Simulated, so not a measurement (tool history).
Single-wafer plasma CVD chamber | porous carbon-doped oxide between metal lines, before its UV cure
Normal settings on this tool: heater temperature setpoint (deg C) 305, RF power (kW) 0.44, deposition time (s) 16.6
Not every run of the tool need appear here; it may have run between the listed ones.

run	hour	heater temperature setpoint (deg C)	RF power (kW)	deposition time (s)	wafers since the last listed run	hours since the last thermocouple change	hours since the last RF generator calibration	hours since the showerhead was replaced	hours since the gauge calibration	read-back reference wafer on the same gauge, thickness_nm	mean film thickness on the monitor wafer (nm)
1	0	302	0.44	16.6	0	2276.7	1377.7	4547.8	483	84.411	85.797
2	20.3	305	0.44	16.6	880	2297	1398	4568.1	503.3	84.528	83.376
3	40.3	305	0.44	16.6	867	2317	1418	4588.1	523.3	84.56	83.922
4	57.7	305	0.44	16.6	754	2334.4	1435.4	4605.5	540.7	84.542	84.041
5	124.2	297	0.44	16.6	2884	2400.9	1501.9	4672	607.2	84.317	87.44
6	141.5	297	0.44	16.6	750	2418.2	1519.2	4689.3	624.5	84.255	88.272
7	173.5	297	0.44	16.6	1388	2450.2	1551.2	4721.3	656.5	84.44	88.037
# hour 185.3: gauge calibrated
8	191.6	305	0.44	14.9	785	2468.3	1569.3	4739.4	6.3	84.126	75.409
# hour 266.3: RF generator calibrated
# hour 271.2: thermocouple changed; heater temperature recalibrated
9	291	305	0.44	16.6	3750	19.8	24.7	4838.8	105.7	84.513	83.7
10	317.5	309	0.44	14.1	1149	46.3	51.2	4865.3	132.2	84.211	70.319
11	345.1	305	0.375	16.6	1197	73.9	78.8	4892.9	159.8	84.456	71.507
12	367.5	317	0.51	15.5	971	96.3	101.2	4915.3	182.2	84.317	83.225
# hour 406.2: showerhead replaced
13	408.1	295	0.47	14.3	1414	136.9	141.8	1.9	222.8	84.51	81.357
14	493.5	309	0.525	14.7	3704	222.3	227.2	87.3	308.2	84.3	84.001
15	522.1	291	0.47	13.3	1240	250.9	255.8	115.9	336.8	84.292	78.695
16	535.2	305	0.44	16.6	568	264	268.9	129	349.9	84.487	83.022

What the log doesn't show, run by run:
wafer temperature above the value expected at the setpoint (K): 0 across all the runs
delivered RF power above the setpoint (%): 0 across all the runs
gauge reads high (%): 0 across all the runs

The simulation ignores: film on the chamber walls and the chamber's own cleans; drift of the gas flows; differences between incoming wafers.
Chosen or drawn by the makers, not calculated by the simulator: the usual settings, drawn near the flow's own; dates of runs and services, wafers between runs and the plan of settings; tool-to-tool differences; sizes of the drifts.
